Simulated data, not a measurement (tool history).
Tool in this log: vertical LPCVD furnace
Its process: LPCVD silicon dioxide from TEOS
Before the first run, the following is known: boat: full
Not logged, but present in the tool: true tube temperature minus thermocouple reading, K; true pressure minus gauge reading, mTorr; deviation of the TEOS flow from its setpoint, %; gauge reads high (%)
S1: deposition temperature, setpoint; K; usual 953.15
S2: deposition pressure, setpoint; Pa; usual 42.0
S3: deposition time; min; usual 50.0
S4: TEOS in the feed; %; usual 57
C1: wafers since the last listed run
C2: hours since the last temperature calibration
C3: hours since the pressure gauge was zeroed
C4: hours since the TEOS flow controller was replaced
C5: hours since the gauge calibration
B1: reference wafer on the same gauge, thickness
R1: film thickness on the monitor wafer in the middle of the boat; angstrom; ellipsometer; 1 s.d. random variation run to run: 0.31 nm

{"run": 1, "hour": 0.0, "S1": 953.15, "S2": 42.0, "S3": 50.0, "S4": 50, "C1": 0, "C2": 3784.7, "C3": 3223.3, "C4": 7268.7, "C5": 73.5, "B1": 243.98, "R1": 2086.2}
{"run": 2, "hour": 11.4, "S1": 953.15, "S2": 42.0, "S3": 50.0, "S4": 50, "C1": 228, "C2": 3796.1, "C3": 3234.7, "C4": 7280.1, "C5": 84.9, "B1": 243.91, "R1": 2084.2}
{"run": 3, "hour": 25.4, "S1": 953.15, "S2": 42.0, "S3": 50.0, "S4": 57, "C1": 280, "C2": 3810.1, "C3": 3248.7, "C4": 7294.1, "C5": 98.9, "B1": 243.93, "R1": 2230.0}
{"run": 4, "hour": 36.3, "S1": 953.15, "S2": 42.0, "S3": 50.0, "S4": 57, "C1": 218, "C2": 3821.0, "C3": 3259.6, "C4": 7305.0, "C5": 109.8, "B1": 244.0, "R1": 2229.9}
{"run": 5, "hour": 52.2, "S1": 953.15, "S2": 42.0, "S3": 50.0, "S4": 57, "C1": 318, "C2": 3836.9, "C3": 3275.5, "C4": 7320.9, "C5": 125.7, "B1": 244.05, "R1": 2221.9}
{"hour": 80.8, "done": "thermocouples replaced and temperature profile calibrated"}
{"hour": 81.6, "done": "gauge calibrated"}
{"hour": 81.9, "done": "pressure gauge zeroed"}
{"run": 6, "hour": 82.4, "S1": 953.15, "S2": 42.0, "S3": 50.0, "S4": 57, "C1": 102, "C2": 1.6, "C3": 0.5, "C4": 7351.1, "C5": 0.8, "B1": 244.05, "R1": 2330.2}
{"run": 7, "hour": 86.8, "S1": 953.15, "S2": 42.0, "S3": 50.0, "S4": 57, "C1": 88, "C2": 6.0, "C3": 4.9, "C4": 7355.5, "C5": 5.2, "B1": 243.97, "R1": 2324.7}
{"run": 8, "hour": 91.3, "S1": 953.15, "S2": 47.3, "S3": 50.0, "S4": 57, "C1": 90, "C2": 10.5, "C3": 9.4, "C4": 7360.0, "C5": 9.7, "B1": 244.03, "R1": 2471.5}
{"hour": 119.8, "done": "thermocouples replaced and temperature profile calibrated, repeated, since the last time left the tool worse"}
{"hour": 140.1, "done": "TEOS flow controller replaced"}
{"run": 9, "hour": 140.6, "S1": 953.15, "S2": 42.0, "S3": 50.0, "S4": 57, "C1": 100, "C2": 20.8, "C3": 58.7, "C4": 0.5, "C5": 59.0, "B1": 244.03, "R1": 2067.4}
{"run": 10, "hour": 145.1, "S1": 953.15, "S2": 42.0, "S3": 50.0, "S4": 57, "C1": 90, "C2": 25.3, "C3": 63.2, "C4": 5.0, "C5": 63.5, "B1": 244.0, "R1": 2069.5}
{"run": 11, "hour": 149.5, "S1": 953.15, "S2": 42.0, "S3": 50.0, "S4": 57, "C1": 88, "C2": 29.7, "C3": 67.6, "C4": 9.4, "C5": 67.9, "B1": 244.02, "R1": 2067.7}
{"run": 12, "hour": 154.0, "S1": 964.15, "S2": 52.0, "S3": 44.5, "S4": 50, "C1": 90, "C2": 34.2, "C3": 72.1, "C4": 13.9, "C5": 72.4, "B1": 244.03, "R1": 2503.5}
{"run": 13, "hour": 158.5, "S1": 964.15, "S2": 38.0, "S3": 67.5, "S4": 61, "C1": 90, "C2": 38.7, "C3": 76.6, "C4": 18.4, "C5": 76.9, "B1": 244.01, "R1": 3572.3}
{"run": 14, "hour": 162.9, "S1": 953.15, "S2": 42.0, "S3": 50.0, "S4": 57, "C1": 88, "C2": 43.1, "C3": 81.0, "C4": 22.8, "C5": 81.3, "B1": 244.01, "R1": 2067.2}
{"run": 15, "hour": 167.4, "S1": 953.15, "S2": 42.0, "S3": 50.0, "S4": 57, "C1": 90, "C2": 47.6, "C3": 85.5, "C4": 27.3, "C5": 85.8, "B1": 244.13, "R1": 2069.9}
{"run": 16, "hour": 174.0, "S1": 942.15, "S2": 42.0, "S3": 50.0, "S4": 57, "C1": 132, "C2": 54.2, "C3": 92.1, "C4": 33.9, "C5": 92.4, "B1": 244.01, "R1": 1581.4}
{"run": 17, "hour": 192.0, "S1": 960.15, "S2": 35.3, "S3": 34.0, "S4": 48, "C1": 360, "C2": 72.2, "C3": 110.1, "C4": 51.9, "C5": 110.4, "B1": 243.93, "R1": 1405.4}
{"run": 18, "hour": 203.2, "S1": 953.15, "S2": 49.3, "S3": 50.0, "S4": 51, "C1": 224, "C2": 83.4, "C3": 121.3, "C4": 63.1, "C5": 121.6, "B1": 243.99, "R1": 2123.5}
{"run": 19, "hour": 212.0, "S1": 953.15, "S2": 42.0, "S3": 41.5, "S4": 57, "C1": 176, "C2": 92.2, "C3": 130.1, "C4": 71.9, "C5": 130.4, "B1": 243.97, "R1": 1716.0}
{"hour": 247.1, "done": "gauge calibrated"}
{"run": 20, "hour": 248.4, "S1": 960.15, "S2": 51.3, "S3": 35.0, "S4": 61, "C1": 728, "C2": 128.6, "C3": 166.5, "C4": 108.3, "C5": 1.3, "B1": 244.0, "R1": 1962.0}

What if the next run were any one of these 5? Each begins from the tool's condition after run 20:
{"run": "A", "hour": 253.0, "S1": 953.15, "S2": 42.0, "S3": 38.0, "S4": 57, "C1": 92, "C2": 133.2, "C3": 171.1, "C4": 112.9, "C5": 5.9, "B1": "?", "R1": "?"}
{"run": "B", "hour": 253.0, "S1": 962.15, "S2": 38.0, "S3": 58.0, "S4": 52, "C1": 92, "C2": 133.2, "C3": 171.1, "C4": 112.9, "C5": 5.9, "B1": "?", "R1": "?"}
{"run": "C", "hour": 253.0, "S1": 953.15, "S2": 38.0, "S3": 50.0, "S4": 57, "C1": 92, "C2": 133.2, "C3": 171.1, "C4": 112.9, "C5": 5.9, "B1": "?", "R1": "?"}
{"run": "D", "hour": 253.0, "S1": 948.15, "S2": 38.0, "S3": 50.0, "S4": 62, "C1": 92, "C2": 133.2, "C3": 171.1, "C4": 112.9, "C5": 5.9, "B1": "?", "R1": "?"}
{"run": "E", "hour": 253.0, "S1": 959.15, "S2": 49.3, "S3": 31.5, "S4": 50, "C1": 92, "C2": 133.2, "C3": 171.1, "C4": 112.9, "C5": 5.9, "B1": "?", "R1": "?"}

run=A B1=244.00 R1=1577.4
run=B B1=244.00 R1=2715.0
run=C B1=244.00 R1=1974.2
run=D B1=244.00 R1=1822.8
run=E B1=244.00 R1=1533.6
Stripped of hidden state, with their random variation kept, the same runs would have yielded:
run=A R1=1565.5
run=B R1=2694.9
run=C R1=1959.4
run=D R1=1808.9
run=E R1=1522.2

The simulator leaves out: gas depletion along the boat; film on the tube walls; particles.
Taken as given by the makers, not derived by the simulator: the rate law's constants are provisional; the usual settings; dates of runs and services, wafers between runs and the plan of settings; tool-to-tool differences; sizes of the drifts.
